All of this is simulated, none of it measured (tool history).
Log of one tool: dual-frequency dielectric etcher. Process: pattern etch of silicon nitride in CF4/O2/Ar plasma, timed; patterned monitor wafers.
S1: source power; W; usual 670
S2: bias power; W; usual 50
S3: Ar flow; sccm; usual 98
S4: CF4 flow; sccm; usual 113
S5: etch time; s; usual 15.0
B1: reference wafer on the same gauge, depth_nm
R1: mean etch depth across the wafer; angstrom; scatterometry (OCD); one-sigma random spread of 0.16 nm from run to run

run 1 hour=0.0 | S1=670 S2=50 S3=98 S4=113 S5=18.0 | B1=43.88 | R1=489.8
run 2 hour=56.2 | S1=670 S2=50 S3=98 S4=113 S5=18.0 | B1=43.84 | R1=491.6
-- hour=145.3 gauge calibrated
run 3 hour=164.3 | S1=670 S2=50 S3=98 S4=113 S5=15.0 | B1=43.76 | R1=412.1
run 4 hour=208.8 | S1=670 S2=50 S3=98 S4=113 S5=15.0 | B1=43.81 | R1=413.4
-- hour=264.3 Ar flow controller replaced
run 5 hour=280.8 | S1=670 S2=50 S3=98 S4=113 S5=15.0 | B1=43.81 | R1=415.7
run 6 hour=329.4 | S1=670 S2=50 S3=98 S4=113 S5=15.0 | B1=43.83 | R1=414.7
run 7 hour=354.1 | S1=670 S2=50 S3=98 S4=113 S5=15.0 | B1=43.80 | R1=413.8
-- hour=402.2 wet clean of the chamber
-- hour=414.4 bias power generator calibrated
run 8 hour=424.8 | S1=670 S2=50 S3=98 S4=113 S5=15.0 | B1=43.83 | R1=406.3
run 9 hour=478.5 | S1=750 S2=41 S3=98 S4=113 S5=10.5 | B1=43.82 | R1=303.0
run 10 hour=529.3 | S1=670 S2=50 S3=98 S4=113 S5=15.0 | B1=43.84 | R1=408.7
-- hour=579.6 upper electrode replaced, of another model than before
run 11 hour=591.2 | S1=790 S2=50 S3=77 S4=95 S5=18.5 | B1=43.75 | R1=652.0
run 12 hour=628.8 | S1=670 S2=50 S3=98 S4=113 S5=15.0 | B1=43.79 | R1=409.7
-- hour=677.1 source power generator calibrated
run 13 hour=699.1 | S1=840 S2=47 S3=111 S4=136 S5=15.0 | B1=43.80 | R1=550.6
-- hour=724.2 CF4 flow controller replaced
run 14 hour=736.3 | S1=670 S2=50 S3=98 S4=99 S5=12.0 | B1=43.82 | R1=325.4
-- hour=788.3 gauge calibrated
run 15 hour=806.9 | S1=500 S2=43 S3=98 S4=113 S5=15.0 | B1=43.78 | R1=239.2
-- hour=860.6 wet clean of the chamber
run 16 hour=861.1 | S1=790 S2=45 S3=77 S4=131 S5=15.0 | B1=43.75 | R1=523.9
run 17 hour=874.6 | S1=830 S2=50 S3=90 S4=113 S5=15.0 | B1=43.75 | R1=556.2
run 18 hour=899.5 | S1=590 S2=50 S3=83 S4=113 S5=15.0 | B1=43.86 | R1=343.1
run 19 hour=965.6 | S1=670 S2=50 S3=98 S4=113 S5=15.0 | B1=43.79 | R1=407.3
run 20 hour=1019.2 | S1=670 S2=50 S3=98 S4=113 S5=15.0 | B1=43.83 | R1=407.2
run 21 hour=1063.9 | S1=670 S2=50 S3=98 S4=113 S5=15.0 | B1=43.83 | R1=407.4

Below are 4 alternative next runs, each starting from the tool's condition after run 21. Predict each:
run A hour=1064.3 | S1=670 S2=50 S3=89 S4=113 S5=15.0 | B1=? | R1=?
run B hour=1064.3 | S1=670 S2=54 S3=98 S4=113 S5=15.0 | B1=? | R1=?
run C hour=1064.3 | S1=670 S2=50 S3=84 S4=113 S5=15.0 | B1=? | R1=?
run D hour=1064.3 | S1=670 S2=57 S3=98 S4=139 S5=17.0 | B1=? | R1=?

run=A B1=43.80 R1=414.7
run=B B1=43.80 R1=419.5
run=C B1=43.80 R1=418.5
run=D B1=43.80 R1=494.7
Take away the tool's hidden state, keep each run's random variation, and the runs would have read:
run=A R1=412.2
run=B R1=417.0
run=C R1=416.0
run=D R1=491.8
